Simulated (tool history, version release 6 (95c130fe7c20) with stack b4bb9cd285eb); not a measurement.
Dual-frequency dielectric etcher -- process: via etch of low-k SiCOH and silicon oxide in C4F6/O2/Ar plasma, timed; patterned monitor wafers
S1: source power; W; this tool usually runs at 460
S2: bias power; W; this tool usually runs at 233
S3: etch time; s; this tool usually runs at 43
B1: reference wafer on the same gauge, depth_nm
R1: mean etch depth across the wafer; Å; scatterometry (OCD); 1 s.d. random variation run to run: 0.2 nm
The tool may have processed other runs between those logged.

run 1 hour=0 | S1=460 S2=263 S3=43 | B1=150 | R1=1361
run 2 hour=47.9 | S1=460 S2=263 S3=43 | B1=150 | R1=1361
-- hour=84 wet clean of the chamber
run 3 hour=110.8 | S1=460 S2=263 S3=43 | B1=150 | R1=1355
run 4 hour=177.2 | S1=460 S2=233 S3=38 | B1=150.1 | R1=1161
run 5 hour=235.7 | S1=460 S2=253 S3=43 | B1=149.9 | R1=1342
run 6 hour=278.9 | S1=460 S2=233 S3=43 | B1=150.1 | R1=1321
run 7 hour=327.2 | S1=460 S2=233 S3=43 | B1=150 | R1=1315
run 8 hour=364.6 | S1=460 S2=233 S3=43 | B1=150 | R1=1321
run 9 hour=393.9 | S1=460 S2=233 S3=43 | B1=150 | R1=1320
-- hour=458.5 upper electrode replaced
run 10 hour=462.2 | S1=460 S2=233 S3=43 | B1=150 | R1=1323
run 11 hour=508.7 | S1=460 S2=233 S3=43 | B1=150.1 | R1=1321
-- hour=527.5 bias power generator calibrated
run 12 hour=549.4 | S1=460 S2=233 S3=43 | B1=150 | R1=1323
run 13 hour=579.7 | S1=550 S2=217 S3=38 | B1=150.1 | R1=1207
-- hour=596.8 gauge calibrated
run 14 hour=619.3 | S1=340 S2=200 S3=49 | B1=150 | R1=1357
-- hour=668.7 wet clean of the chamber
run 15 hour=669.2 | S1=370 S2=288 S3=33.5 | B1=150 | R1=1027
run 16 hour=694.4 | S1=460 S2=233 S3=43 | B1=150 | R1=1317
-- hour=739.8 source power generator calibrated
run 17 hour=783.5 | S1=460 S2=233 S3=43 | B1=150 | R1=1318
run 18 hour=815.1 | S1=460 S2=201 S3=43 | B1=149.9 | R1=1275
run 19 hour=855.5 | S1=460 S2=233 S3=43 | B1=150 | R1=1321
run 20 hour=900.4 | S1=460 S2=233 S3=37 | B1=150 | R1=1134
run 21 hour=963.3 | S1=460 S2=233 S3=43 | B1=150 | R1=1320
run 22 hour=994.3 | S1=460 S2=197 S3=43 | B1=150 | R1=1271
run 23 hour=1065.8 | S1=410 S2=191 S3=38 | B1=150.1 | R1=1086
run 24 hour=1114.6 | S1=370 S2=233 S3=43 | B1=150 | R1=1255

4 options for the next run, each taken on its own from the tool as it stands now. Forecast them:
run A hour=1115 | S1=460 S2=233 S3=43 | B1=? | R1=?
run B hour=1115 | S1=540 S2=259 S3=46.5 | B1=? | R1=?
run C hour=1115 | S1=460 S2=190 S3=33 | B1=? | R1=?
run D hour=1115 | S1=400 S2=248 S3=36.5 | B1=? | R1=?

run=A B1=150 R1=1325
run=B B1=150 R1=1529
run=C B1=150 R1=972
run=D B1=150 R1=1103
Had the tool no hidden state, the same runs would have come out as:
run=A R1=1317
run=B R1=1521
run=C R1=967
run=D R1=1097

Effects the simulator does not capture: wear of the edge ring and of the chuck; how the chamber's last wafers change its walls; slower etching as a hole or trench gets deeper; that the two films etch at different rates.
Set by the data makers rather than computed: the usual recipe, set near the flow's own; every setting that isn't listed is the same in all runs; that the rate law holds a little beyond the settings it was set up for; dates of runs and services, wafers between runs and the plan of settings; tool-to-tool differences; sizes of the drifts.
